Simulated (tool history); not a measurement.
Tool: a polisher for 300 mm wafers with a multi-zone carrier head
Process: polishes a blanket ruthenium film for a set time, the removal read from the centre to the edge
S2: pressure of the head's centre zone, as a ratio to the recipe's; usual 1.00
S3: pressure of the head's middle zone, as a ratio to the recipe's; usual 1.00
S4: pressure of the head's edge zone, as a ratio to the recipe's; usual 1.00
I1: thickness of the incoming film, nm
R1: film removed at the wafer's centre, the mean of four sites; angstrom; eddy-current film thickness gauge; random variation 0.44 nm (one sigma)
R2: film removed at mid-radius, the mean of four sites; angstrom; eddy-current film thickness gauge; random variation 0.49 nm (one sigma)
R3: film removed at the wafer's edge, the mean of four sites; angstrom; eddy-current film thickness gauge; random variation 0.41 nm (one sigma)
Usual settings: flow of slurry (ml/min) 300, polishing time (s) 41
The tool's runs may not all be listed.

{"run": 1, "hour": 0.0, "flow of slurry (ml/min)": 300, "S2": 1.0, "S3": 1.0, "S4": 1.0, "polishing time (s)": 41, "I1": 510.6, "R1": 426, "R2": 408, "R3": 402}
{"hour": 10.1, "done": "worn pad replaced by a new one"}
{"hour": 44.5, "done": "centre zone pressure recalibrated"}
{"run": 2, "hour": 49.4, "flow of slurry (ml/min)": 300, "S2": 1.0, "S3": 1.0, "S4": 1.0, "polishing time (s)": 41, "I1": 527.3, "R1": 408, "R2": 401, "R3": 402}
{"hour": 110.5, "done": "slurry nozzle cleaned"}
{"run": 3, "hour": 155.2, "flow of slurry (ml/min)": 300, "S2": 1.0, "S3": 1.0, "S4": 1.0, "polishing time (s)": 41, "I1": 509.5, "R1": 412, "R2": 411, "R3": 396}
{"hour": 236.0, "done": "edge zone pressure recalibrated"}
{"run": 4, "hour": 244.5, "flow of slurry (ml/min)": 300, "S2": 1.0, "S3": 1.0, "S4": 1.0, "polishing time (s)": 41, "I1": 518.6, "R1": 403, "R2": 411, "R3": 406}
{"run": 5, "hour": 295.6, "flow of slurry (ml/min)": 300, "S2": 0.96, "S3": 1.0, "S4": 1.0, "polishing time (s)": 32, "I1": 522.6, "R1": 305, "R2": 321, "R3": 312}
{"hour": 304.9, "done": "worn pad replaced by a new one"}
{"hour": 585.9, "done": "worn pad replaced by a new one"}
{"run": 6, "hour": 596.4, "flow of slurry (ml/min)": 300, "S2": 0.96, "S3": 1.0, "S4": 1.0, "polishing time (s)": 32, "I1": 512.7, "R1": 318, "R2": 320, "R3": 308}
{"run": 7, "hour": 676.7, "flow of slurry (ml/min)": 300, "S2": 0.96, "S3": 1.0, "S4": 1.0, "polishing time (s)": 32, "I1": 527.2, "R1": 311, "R2": 317, "R3": 316}
{"run": 8, "hour": 733.6, "flow of slurry (ml/min)": 300, "S2": 1.04, "S3": 1.0, "S4": 0.94, "polishing time (s)": 41, "I1": 512.5, "R1": 441, "R2": 401, "R3": 395}
{"hour": 759.0, "done": "centre zone pressure recalibrated"}
{"hour": 798.5, "done": "slurry nozzle cleaned"}
{"run": 9, "hour": 801.0, "flow of slurry (ml/min)": 300, "S2": 1.04, "S3": 1.0, "S4": 0.94, "polishing time (s)": 41, "I1": 520.0, "R1": 429, "R2": 406, "R3": 388}
{"run": 10, "hour": 838.8, "flow of slurry (ml/min)": 300, "S2": 1.08, "S3": 1.0, "S4": 1.0, "polishing time (s)": 41, "I1": 516.8, "R1": 436, "R2": 414, "R3": 398}
{"hour": 850.2, "done": "carrier head's membrane replaced by a new one"}
{"run": 11, "hour": 888.8, "flow of slurry (ml/min)": 260, "S2": 1.07, "S3": 1.0, "S4": 1.0, "polishing time (s)": 41, "I1": 518.8, "R1": 437, "R2": 404, "R3": 397}
{"hour": 893.0, "done": "worn pad replaced by a new one"}
{"run": 12, "hour": 951.0, "flow of slurry (ml/min)": 300, "S2": 1.0, "S3": 0.96, "S4": 1.0, "polishing time (s)": 52, "I1": 518.3, "R1": 524, "R2": 492, "R3": 514}
{"hour": 990.1, "done": "edge zone pressure recalibrated"}
{"run": 13, "hour": 993.4, "flow of slurry (ml/min)": 300, "S2": 1.0, "S3": 0.94, "S4": 0.96, "polishing time (s)": 41, "I1": 527.3, "R1": 421, "R2": 389, "R3": 392}
{"run": 14, "hour": 1046.9, "flow of slurry (ml/min)": 300, "S2": 1.0, "S3": 1.0, "S4": 1.1, "polishing time (s)": 50, "I1": 521.3, "R1": 499, "R2": 500, "R3": 518}
{"run": 15, "hour": 1119.7, "flow of slurry (ml/min)": 300, "S2": 1.0, "S3": 1.0, "S4": 1.0, "polishing time (s)": 41, "I1": 510.8, "R1": 414, "R2": 415, "R3": 407}
{"run": 16, "hour": 1165.7, "flow of slurry (ml/min)": 345, "S2": 0.89, "S3": 1.03, "S4": 0.91, "polishing time (s)": 41, "I1": 518.5, "R1": 379, "R2": 425, "R3": 389}

Run 17 comes next. What will it give?
{"hour": 1243.0, "done": "worn pad replaced by a new one"}
{"run": 17, "hour": 1243.5, "flow of slurry (ml/min)": 300, "S2": 1.0, "S3": 0.95, "S4": 1.0, "polishing time (s)": 41, "I1": 523.8, "R1": "?", "R2": "?", "R3": "?"}

R1: 410 angstrom
R2: 387 angstrom
R3: 403 angstrom
Without the tool's hidden state the same run would have given R1 400 angstrom, R2 388 angstrom, R3 403 angstrom.
